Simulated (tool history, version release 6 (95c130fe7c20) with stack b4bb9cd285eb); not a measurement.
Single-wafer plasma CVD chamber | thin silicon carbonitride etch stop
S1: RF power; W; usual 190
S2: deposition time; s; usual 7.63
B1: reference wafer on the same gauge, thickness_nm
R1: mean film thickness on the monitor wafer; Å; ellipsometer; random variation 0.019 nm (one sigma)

| run | day | S1 | S2 | B1 | R1 |
|---|---|---|---|---|---|
| 1 | 0 | 190 | 7.27 | 4.679 | 38.36 |
| 2 | 1.108 | 190 | 7.63 | 4.67 | 40.34 |
| 3 | 2.283 | 190 | 7.63 | 4.669 | 40.23 |
| 4 | 3.521 | 190 | 7.63 | 4.656 | 40.07 |
| 5 | 4.517 | 190 | 7.63 | 4.653 | 39.96 |
| 6 | 5.867 | 190 | 7.63 | 4.648 | 40.05 |
| 7 | 6.462 | 190 | 7.63 | 4.643 | 40.48 |
| 8 | 7.692 | 190 | 7.63 | 4.639 | 39.97 |
| 9 | 8.721 | 190 | 7.63 | 4.627 | 39.7 |
| 10 | 9.271 | 190 | 7.63 | 4.628 | 39.92 |
| 11 | 10.392 | 190 | 7.63 | 4.617 | 40.15 |
| 12 | 11.525 | 190 | 7.63 | 4.615 | 39.75 |
| 13 | 12.754 | 190 | 6.44 | 4.601 | 33.64 |
| 14 | 16.612 | 175 | 8.29 | 4.576 | 42.47 |
| 15 | 17.258 | 175 | 8.29 | 4.666 | 43.13 |
| 16 | 18.567 | 190 | 7.63 | 4.669 | 40.27 |
| 17 | 19.817 | 215 | 7.63 | 4.669 | 41.75 |
| 18 | 20.679 | 155 | 6.18 | 4.663 | 31.47 |
| 19 | 22.033 | 190 | 7.63 | 4.659 | 40.17 |
| 20 | 23.229 | 180 | 7.63 | 4.663 | 39.65 |
| 21 | 23.733 | 190 | 7.63 | 4.667 | 40.09 |
| 22 | 24.4 | 160 | 8.31 | 4.662 | 42.08 |
| 23 | 25.596 | 190 | 8.87 | 4.657 | 46.89 |
| 24 | 26.383 | 170 | 7.63 | 4.652 | 39.25 |
| 25 | 27.838 | 190 | 8.98 | 4.65 | 47.18 |
| 26 | 28.779 | 215 | 8.11 | 4.646 | 43.46 |
| 27 | 29.704 | 190 | 6.39 | 4.643 | 33.29 |
| 28 | 31.092 | 210 | 7.63 | 4.637 | 40.83 |
| 29 | 32.233 | 180 | 6.89 | 4.63 | 35.67 |
| 30 | 32.879 | 190 | 7.63 | 4.627 | 39.72 |
| 31 | 34.162 | 175 | 7.63 | 4.627 | 38.92 |
| 32 | 35.196 | 190 | 7.63 | 4.616 | 39.81 |
| 33 | 36.583 | 190 | 6.46 | 4.612 | 33.56 |
| 34 | 37.329 | 200 | 7.63 | 4.61 | 40.16 |

Taken out of this log: 4 entries between the listed runs. Where each belongs, and how the hidden state differs across it:
Between runs 13 and 14: thermocouple changed; heater temperature recalibrated (day 14.288); RF generator calibrated (day 15.65); showerhead replaced (day 15.896)
  gauge reads high (%): -1.85 -> -2.49
  measured less the result without the state, R1: -0.63 -> -1.09 Å
Between runs 14 and 15: gauge calibrated (day 16.7)
  gauge reads high (%): -2.49 -> -0.473
  measured less the result without the state, R1: -1.09 -> -0.21 Å

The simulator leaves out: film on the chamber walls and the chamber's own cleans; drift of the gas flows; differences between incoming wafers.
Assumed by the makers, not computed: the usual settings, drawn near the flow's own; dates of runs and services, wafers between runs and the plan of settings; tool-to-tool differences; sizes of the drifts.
